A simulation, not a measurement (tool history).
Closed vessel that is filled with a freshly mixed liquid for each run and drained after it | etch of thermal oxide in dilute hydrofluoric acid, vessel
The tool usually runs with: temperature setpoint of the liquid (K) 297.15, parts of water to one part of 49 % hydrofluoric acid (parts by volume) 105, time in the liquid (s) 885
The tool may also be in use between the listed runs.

| run | hour | temperature setpoint of the liquid (K) | parts of water to one part of 49 % hydrofluoric acid (parts by volume) | time in the liquid (s) | read-back film thickness of the thermal oxide reference wafer, read on the same gauge (nm) | thickness taken off the thermal oxide on a monitor wafer (nm) |
|---|---|---|---|---|---|---|
| 1 | 0 | 297.15 | 135 | 885 | 70.01 | 31.67 |
| 2 | 15.2 | 297.15 | 135 | 885 | 69.93 | 31.64 |
| 3 | 24.1 | 297.15 | 105 | 885 | 69.97 | 42.55 |
| 4 | 36.2 | 297.15 | 130 | 885 | 70.02 | 32.89 |
| 5 | 42.5 | 297.15 | 130 | 885 | 70.02 | 33.27 |
| 6 | 52.2 | 297.15 | 130 | 885 | 69.96 | 33.27 |
| 7 | 66 | 297.15 | 105 | 885 | 70.01 | 41.98 |
| 8 | 72.5 | 297.15 | 105 | 885 | 69.98 | 37.81 |
| 9 | 86.4 | 297.15 | 105 | 885 | 70 | 38.02 |
| 10 | 97.9 | 297.15 | 105 | 885 | 69.97 | 37.98 |
| 11 | 114.5 | 297.15 | 105 | 885 | 70.06 | 38.02 |
| 12 | 132 | 297.15 | 105 | 885 | 70 | 37.98 |
| 13 | 145.1 | 300.15 | 90 | 1090 | 70 | 63.05 |
| 14 | 153.4 | 297.15 | 105 | 885 | 69.99 | 38.05 |
| 15 | 169 | 293.15 | 105 | 885 | 70.06 | 32.69 |
| 16 | 176.2 | 297.15 | 105 | 885 | 69.98 | 37.94 |
| 17 | 188.3 | 297.15 | 105 | 885 | 69.98 | 38.13 |
| 18 | 196.4 | 302.15 | 105 | 570 | 69.99 | 29.76 |
| 19 | 209 | 302.15 | 130 | 885 | 70.01 | 36.25 |
| 20 | 219.6 | 297.15 | 105 | 885 | 70.01 | 38.16 |
| 21 | 232 | 297.15 | 105 | 885 | 70 | 38.5 |
| 22 | 255.9 | 297.15 | 145 | 885 | 69.95 | 26.27 |
| 23 | 263.7 | 293.65 | 85 | 700 | 70 | 33.38 |
| 24 | 280.7 | 298.65 | 90 | 1080 | 70.05 | 59.43 |
| 25 | 289.2 | 292.65 | 135 | 375 | 69.99 | 10.22 |
| 26 | 297.5 | 297.15 | 105 | 885 | 70 | 38.42 |
| 27 | 306.5 | 294.65 | 140 | 1130 | 69.99 | 32.02 |
| 28 | 323.4 | 302.15 | 145 | 885 | 69.99 | 31.88 |
| 29 | 333.6 | 300.15 | 90 | 1090 | 69.99 | 62.87 |
| 30 | 343 | 293.15 | 120 | 1380 | 69.95 | 43.84 |
| 31 | 359.1 | 297.15 | 105 | 885 | 70.02 | 38.02 |
| 32 | 369.6 | 299.65 | 105 | 610 | 70.02 | 29.14 |
| 33 | 376.9 | 297.15 | 105 | 885 | 69.98 | 38.84 |

Withheld: 3 entries from between the runs. Position of each, and hidden state at the listed run before versus the listed run after:
In the gap between runs 7 and 8: thermometer replaced (hour 70.3)
  liquid hotter than its thermometer reads (K): 3.04 -> 0.24
  what was measured, less what the result would be without the hidden state, thickness taken off the thermal oxide on a monitor wafer (nm): +4.68 -> +0.35
In the gap between runs 22 and 23: hydrofluoric acid flow meter replaced (hour 257.8); gauge calibrated (hour 263.6)
  liquid hotter than its thermometer reads (K): 0.433 -> 0.441
  what was measured, less what the result would be without the hidden state, thickness taken off the thermal oxide on a monitor wafer (nm): +0.42 -> +0.6
